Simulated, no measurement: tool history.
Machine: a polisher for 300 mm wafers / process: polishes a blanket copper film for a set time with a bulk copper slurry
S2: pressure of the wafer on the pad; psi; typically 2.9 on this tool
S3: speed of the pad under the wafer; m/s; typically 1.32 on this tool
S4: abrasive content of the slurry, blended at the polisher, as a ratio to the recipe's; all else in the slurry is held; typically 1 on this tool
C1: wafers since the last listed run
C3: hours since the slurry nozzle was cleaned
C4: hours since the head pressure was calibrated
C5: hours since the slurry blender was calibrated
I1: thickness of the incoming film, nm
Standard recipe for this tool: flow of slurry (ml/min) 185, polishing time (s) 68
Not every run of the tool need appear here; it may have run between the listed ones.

Run 1, hour 0: usual settings but flow of slurry (ml/min) 215, S4 1.1; C1 0; wafers polished on this pad 5205; C3 643; C4 294.5; C5 120.4; I1 2881.5. Result: film removed (angstrom) 6967.
Run 2, hour 63.9: usual settings but S2 3.3 psi, polishing time (s) 50; C1 750; wafers polished on this pad 5956; C3 706.9; C4 358.4; C5 184.3; I1 2853.3. Result: film removed (angstrom) 5387.
At hour 100.8: slurry nozzle cleaned.
Run 3, hour 155.6: usual settings but S2 3.3 psi, polishing time (s) 50; C1 1065; wafers polished on this pad 7021; C3 54.8; C4 450.1; C5 276; I1 2900.4. Result: film removed (angstrom) 5522.
Run 4, hour 202.7: usual settings but S2 3.3 psi, polishing time (s) 50; C1 553; wafers polished on this pad 7574; C3 101.9; C4 497.2; C5 323.1; I1 2849.2. Result: film removed (angstrom) 5545.
Run 5, hour 299.6: usual settings; C1 1138; wafers polished on this pad 8712; C3 198.8; C4 594.1; C5 420; I1 2884. Result: film removed (angstrom) 6302.
At hour 330.9: worn pad replaced by a new one.
Run 6, hour 389.8: usual settings but flow of slurry (ml/min) 230, S2 3.5 psi, S4 1.2; C1 1012; wafers polished on this pad 691; C3 289; C4 684.3; C5 510.2; I1 2891.6. Result: film removed (angstrom) 8183.
Run 7, hour 455: usual settings; C1 765; wafers polished on this pad 1457; C3 354.2; C4 749.5; C5 575.4; I1 2832. Result: film removed (angstrom) 6119.
Run 8, hour 500.9: usual settings; C1 539; wafers polished on this pad 1996; C3 400.1; C4 795.4; C5 621.3; I1 2877.4. Result: film removed (angstrom) 5988.
At hour 550.2: slurry blender recalibrated.
Run 9, hour 606.5: usual settings but S3 1.1 m/s, S4 0.85, polishing time (s) 57; C1 1216; wafers polished on this pad 3213; C3 505.7; C4 901; C5 56.3; I1 2825.9. Result: film removed (angstrom) 4221.
Run 10, hour 721.5: usual settings but flow of slurry (ml/min) 225; C1 1350; wafers polished on this pad 4563; C3 620.7; C4 1016; C5 171.3; I1 2933.1. Result: film removed (angstrom) 6734.
At hour 744.9: head pressure recalibrated.
At hour 767.9: slurry nozzle cleaned.
Run 11, hour 768.6: usual settings; C1 517; wafers polished on this pad 5081; C3 0.7; C4 23.7; C5 218.4; I1 2881.3. Result: film removed (angstrom) 6553.
Run 12, hour 804.8: usual settings but S2 3.9 psi, polishing time (s) 47; C1 425; wafers polished on this pad 5506; C3 36.9; C4 59.9; C5 254.6; I1 2846.5. Result: film removed (angstrom) 5903.
Run 13, hour 876.9: usual settings but S2 3.5 psi, S3 0.88 m/s, S4 1.1; C1 846; wafers polished on this pad 6353; C3 109; C4 132; C5 326.7; I1 2875.6. Result: film removed (angstrom) 5202.
Run 14, hour 970.8: usual settings but S3 1.04 m/s, S4 1.1, polishing time (s) 87; C1 1102; wafers polished on this pad 7456; C3 202.9; C4 225.9; C5 420.6; I1 2881.7. Result: film removed (angstrom) 6587.
Run 15, hour 1038.2: usual settings but S3 1.56 m/s, S4 0.75, polishing time (s) 87; C1 791; wafers polished on this pad 8248; C3 270.3; C4 293.3; C5 488; I1 2918.1. Result: film removed (angstrom) 8669.
Run 16, hour 1090.7: usual settings; C1 616; wafers polished on this pad 8864; C3 322.8; C4 345.8; C5 540.5; I1 2863.3. Result: film removed (angstrom) 6105.
At hour 1115.7: worn pad replaced by a new one.
Run 17, hour 1162.9: usual settings; C1 801; wafers polished on this pad 554; C3 395; C4 418; C5 612.7; I1 2923.4. Result: film removed (angstrom) 6081.
Run 18, hour 1228.1: usual settings but S2 3.7 psi, S3 1.46 m/s; C1 765; wafers polished on this pad 1319; C3 460.2; C4 483.2; C5 677.9; I1 2880.5. Result: film removed (angstrom) 8417.
At hour 1255.7: slurry blender recalibrated.
Run 19, hour 1359.2: usual settings but S2 3.5 psi; C1 1516; wafers polished on this pad 2836; C3 591.3; C4 614.3; C5 103.5; I1 2894.6. Result: film removed (angstrom) 7780.
At hour 1468.2: slurry nozzle cleaned.
Run 20, hour 1625.5: usual settings but S2 2.1 psi, S4 0.85; C1 3116; wafers polished on this pad 5952; C3 157.3; C4 880.6; C5 369.8; I1 2888.3. Result: film removed (angstrom) 4246.
Run 21, hour 1686.9: usual settings; C1 721; wafers polished on this pad 6673; C3 218.7; C4 942; C5 431.2; I1 2883.7. Result: film removed (angstrom) 6183.
Run 22, hour 1759.1: usual settings; C1 848; wafers polished on this pad 7521; C3 290.9; C4 1014.2; C5 503.4; I1 2868.8. Result: film removed (angstrom) 6136.
At hour 1792.9: worn pad replaced by a new one.
Run 23, hour 1807.4: usual settings but S3 0.9 m/s; C1 520; wafers polished on this pad 169; C3 339.2; C4 1062.5; C5 551.7; I1 2902.8. Result: film removed (angstrom) 4042.
At hour 1897.1: head pressure recalibrated.
At hour 1900.5: slurry blender recalibrated.
Run 24, hour 1902.2: usual settings but flow of slurry (ml/min) 225, S2 2.5 psi, S3 1.5 m/s, polishing time (s) 78; C1 1066; wafers polished on this pad 1236; C3 434; C4 5.1; C5 1.7; I1 2872.3. Result: film removed (angstrom) 7497.
Run 25, hour 1971.6: usual settings but S3 1.1 m/s, S4 0.85, polishing time (s) 57; C1 815; wafers polished on this pad 2051; C3 503.4; C4 74.5; C5 71.1; I1 2875.8. Result: film removed (angstrom) 4266.
Run 26, hour 2029.1: usual settings but flow of slurry (ml/min) 165, S2 3.5 psi, S3 1.12 m/s, polishing time (s) 45; C1 675; wafers polished on this pad 2726; C3 560.9; C4 132; C5 128.6; I1 2854.1. Result: film removed (angstrom) 4270.
Run 27, hour 2068.4: usual settings but flow of slurry (ml/min) 155, S3 1.06 m/s, S4 0.85, polishing time (s) 87; C1 461; wafers polished on this pad 3188; C3 600.2; C4 171.3; C5 167.9; I1 2890.8. Result: film removed (angstrom) 6146.
At hour 2128: slurry nozzle cleaned.
Run 28, hour 2151: usual settings but flow of slurry (ml/min) 225, S4 0.85, polishing time (s) 91; C1 958; wafers polished on this pad 4146; C3 23; C4 253.9; C5 250.5; I1 2842.2. Result: film removed (angstrom) 8422.
Run 29, hour 2203.8: usual settings but S4 1.15, polishing time (s) 48; C1 620; wafers polished on this pad 4767; C3 75.8; C4 306.7; C5 303.3; I1 2828.7. Result: film removed (angstrom) 4644.

What was the tool's hidden state at every run in the log?
removal rate lost through wear of the pad, %: 0 at every run
slurry flow missing at the pad, %: 0 at every run
deviation of the head's pressure from its setpoint, %: 0 at every run
H1: abrasive missing from the slurry, %
run    H1
  1  1.31
  2  2.63
  3  5.48
  4  7.39
  5  12.3
  6  17.9
  7  22.7
  8  26.4
  9  1.39
 10  3.17
 11  4.41
 12  5.57
 13   8.4
 14  13.1
 15  17.3
 16  20.9
 17  26.6
 18  32.3
 19  1.86
 20  10.4
 21  13.7
 22  18.3
 23  21.7
 24  4.89
 25  5.23
 26  6.01
 27   6.8
 28  9.13
 29  11.1
